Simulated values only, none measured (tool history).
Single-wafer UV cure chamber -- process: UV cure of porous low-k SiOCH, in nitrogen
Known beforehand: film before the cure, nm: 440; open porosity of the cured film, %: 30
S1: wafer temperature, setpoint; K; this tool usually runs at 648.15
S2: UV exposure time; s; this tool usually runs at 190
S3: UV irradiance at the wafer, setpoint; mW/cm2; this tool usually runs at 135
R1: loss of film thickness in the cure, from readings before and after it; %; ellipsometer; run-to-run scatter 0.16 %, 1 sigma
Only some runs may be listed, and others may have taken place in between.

run	day	S1	S2	S3	R1
1	0	648.15	190	135	14.873
2	0.679	648.15	155	135	13.469
3	1.425	648.15	155	135	13.547
4	1.692	648.15	155	135	13.177
5	2.221	648.15	190	135	14.38
6	2.842	648.15	190	135	14.413
7	3.525	648.15	190	135	14.202
8	3.954	648.15	190	135	14.129
9	4.35	648.15	190	135	13.978
10	4.904	648.15	190	135	13.85
11	5.204	648.15	190	135	14.194
12	5.638	648.15	190	135	14.148
13	6.029	648.15	190	135	13.844
# day 6.408: UV bulbs replaced
14	6.521	648.15	190	135	14.023
15	6.946	648.15	190	164	14.831
16	7.471	638.15	190	135	13.475
17	7.962	661.15	190	98	12.049
# day 8.538: quartz window cleaned
18	8.558	664.15	190	135	15.276
19	8.696	648.15	250	122	15.64
20	9.012	648.15	190	135	14.693
21	9.329	648.15	190	135	14.761
22	10.038	659.15	100	156	12.339
23	10.579	640.15	145	135	13.125
24	11.275	648.15	190	149	15.482
25	11.592	648.15	115	135	11.99
26	12.046	641.15	125	107	10.854
27	12.425	648.15	190	135	14.797
28	12.708	661.15	190	98	13.206
29	13.279	659.15	105	135	11.315
30	13.904	648.15	190	168	15.647

Per-run results on a tool with no hidden state, each run keeping its own random variation:
The hidden state here: lamp output below its setpoint, %; transmission lost against a clean window, %.
run	R1
1	15.21
2	13.826
3	13.953
4	13.592
5	14.851
6	14.949
7	14.81
8	14.792
9	14.691
10	14.645
11	15.062
12	15.096
13	14.851
14	15.151
15	16.058
16	14.811
17	13.477
18	15.416
19	15.778
20	14.831
21	14.905
22	12.496
23	13.305
24	15.708
25	12.223
26	11.112
27	15.106
28	13.533
29	11.682
30	16.117
